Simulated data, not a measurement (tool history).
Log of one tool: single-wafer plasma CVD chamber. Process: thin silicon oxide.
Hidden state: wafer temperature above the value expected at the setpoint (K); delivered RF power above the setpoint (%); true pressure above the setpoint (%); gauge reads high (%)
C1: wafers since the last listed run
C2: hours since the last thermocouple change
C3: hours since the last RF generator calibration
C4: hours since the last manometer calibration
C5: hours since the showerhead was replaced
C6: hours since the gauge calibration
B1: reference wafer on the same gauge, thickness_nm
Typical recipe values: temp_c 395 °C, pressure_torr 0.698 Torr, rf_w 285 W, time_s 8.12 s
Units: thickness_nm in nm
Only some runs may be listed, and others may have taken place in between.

Run 1, hour 0: usual settings; C1 0; C2 1913.8; C3 468.3; C4 2021.1; C5 5467.9; C6 844.7; B1 12.094. Result: thickness_nm 12.068 nm.
Run 2, hour 86.2: usual settings; C1 1643; C2 2000; C3 554.5; C4 2107.3; C5 5554.1; C6 930.9; B1 12.11. Result: thickness_nm 12.2 nm.
Run 3, hour 177.8: usual settings but temp_c 388 °C; C1 1746; C2 2091.6; C3 646.1; C4 2198.9; C5 5645.7; C6 1022.5; B1 12.095. Result: thickness_nm 12.27 nm.
Run 4, hour 216.8: usual settings but temp_c 383 °C, rf_w 310 W; C1 743; C2 2130.6; C3 685.1; C4 2237.9; C5 5684.7; C6 1061.5; B1 12.09. Result: thickness_nm 12.503 nm.
Run 5, hour 321.7: usual settings but temp_c 383 °C, rf_w 310 W; C1 1999; C2 2235.5; C3 790; C4 2342.8; C5 5789.6; C6 1166.4; B1 12.115. Result: thickness_nm 12.589 nm.
Run 6, hour 411.7: usual settings; C1 1715; C2 2325.5; C3 880; C4 2432.8; C5 5879.6; C6 1256.4; B1 12.087. Result: thickness_nm 12.152 nm.
At hour 433.2: showerhead replaced.
Run 7, hour 476.7: usual settings; C1 1086; C2 2390.5; C3 945; C4 2497.8; C5 43.5; C6 1321.4; B1 12.096. Result: thickness_nm 12.266 nm.
At hour 500.1: RF generator calibrated.
At hour 523: thermocouple changed; heater temperature recalibrated.
Run 8, hour 562.2: usual settings; C1 1324; C2 39.2; C3 62.1; C4 2583.3; C5 129; C6 1406.9; B1 12.113. Result: thickness_nm 12.27 nm.
Run 9, hour 660.4: usual settings but temp_c 385 °C, pressure_torr 0.855 Torr; C1 1872; C2 137.4; C3 160.3; C4 2681.5; C5 227.2; C6 1505.1; B1 12.083. Result: thickness_nm 14.934 nm.
At hour 717.3: capacitance manometer re-zeroed and calibrated.
Run 10, hour 720.1: usual settings but temp_c 386 °C, rf_w 340 W; C1 985; C2 197.1; C3 220; C4 2.8; C5 286.9; C6 1564.8; B1 12.105. Result: thickness_nm 12.406 nm.
Run 11, hour 799.2: usual settings; C1 1507; C2 276.2; C3 299.1; C4 81.9; C5 366; C6 1643.9; B1 12.092. Result: thickness_nm 11.784 nm.
Run 12, hour 858: usual settings but rf_w 300 W; C1 1120; C2 335; C3 357.9; C4 140.7; C5 424.8; C6 1702.7; B1 12.109. Result: thickness_nm 12.031 nm.
At hour 900.5: gauge calibrated.
Run 13, hour 1180.9: usual settings but pressure_torr 0.646 Torr; C1 6155; C2 657.9; C3 680.8; C4 463.6; C5 747.7; C6 280.4; B1 12.096. Result: thickness_nm 10.888 nm.
Run 14, hour 1359.5: usual settings but temp_c 404 °C, time_s 7.08 s; C1 3404; C2 836.5; C3 859.4; C4 642.2; C5 926.3; C6 459; B1 12.091. Result: thickness_nm 10.315 nm.
At hour 1500.1: RF generator calibrated.
Run 15, hour 1566.4: usual settings but temp_c 401 °C, pressure_torr 0.578 Torr, time_s 7.27 s; C1 3791; C2 1043.4; C3 66.3; C4 849.1; C5 1133.2; C6 665.9; B1 12.094. Result: thickness_nm 8.711 nm.
Run 16, hour 1647.2: usual settings; C1 1540; C2 1124.2; C3 147.1; C4 929.9; C5 1214; C6 746.7; B1 12.083. Result: thickness_nm 11.888 nm.
Run 17, hour 1689.4: usual settings but rf_w 230 W; C1 804; C2 1166.4; C3 189.3; C4 972.1; C5 1256.2; C6 788.9; B1 12.102. Result: thickness_nm 11.256 nm.
Run 18, hour 1790.9: usual settings; C1 1934; C2 1267.9; C3 290.8; C4 1073.6; C5 1357.7; C6 890.4; B1 12.093. Result: thickness_nm 11.923 nm.
Run 19, hour 1846: usual settings; C1 1050; C2 1323; C3 345.9; C4 1128.7; C5 1412.8; C6 945.5; B1 12.098. Result: thickness_nm 11.9 nm.
Run 20, hour 1944.3: usual settings but temp_c 383 °C, rf_w 270 W, time_s 8.71 s; C1 1873; C2 1421.3; C3 444.2; C4 1227; C5 1511.1; C6 1043.8; B1 12.096. Result: thickness_nm 12.648 nm.
Run 21, hour 2027.1: usual settings but temp_c 403 °C; C1 1578; C2 1504.1; C3 527; C4 1309.8; C5 1593.9; C6 1126.6; B1 12.107. Result: thickness_nm 11.95 nm.
Run 22, hour 2111.8: usual settings; C1 1614; C2 1588.8; C3 611.7; C4 1394.5; C5 1678.6; C6 1211.3; B1 12.09. Result: thickness_nm 11.85 nm.
Run 23, hour 2190.2: usual settings but temp_c 389 °C, pressure_torr 0.602 Torr, rf_w 310 W, time_s 7.55 s; C1 1494; C2 1667.2; C3 690.1; C4 1472.9; C5 1757; C6 1289.7; B1 12.106. Result: thickness_nm 9.734 nm.
Run 24, hour 2291: usual settings; C1 1921; C2 1768; C3 790.9; C4 1573.7; C5 1857.8; C6 1390.5; B1 12.093. Result: thickness_nm 12.021 nm.
Run 25, hour 2332.5: usual settings but rf_w 305 W, time_s 7.16 s; C1 791; C2 1809.5; C3 832.4; C4 1615.2; C5 1899.3; C6 1432; B1 12.084. Result: thickness_nm 10.778 nm.

Run 26 comes next. What will it give?
Run 26, hour 2432.7: usual settings but temp_c 407 °C, pressure_torr 0.784 Torr; C1 1910; C2 1909.7; C3 932.6; C4 1715.4; C5 1999.5; C6 1532.2; B1 ?. Result: thickness_nm ?.

Run 26 gave B1 12.121, thickness_nm 13.355 nm.
On a tool with no hidden condition, and with the same random variation, this run would have come out at thickness_nm 13.186 nm.
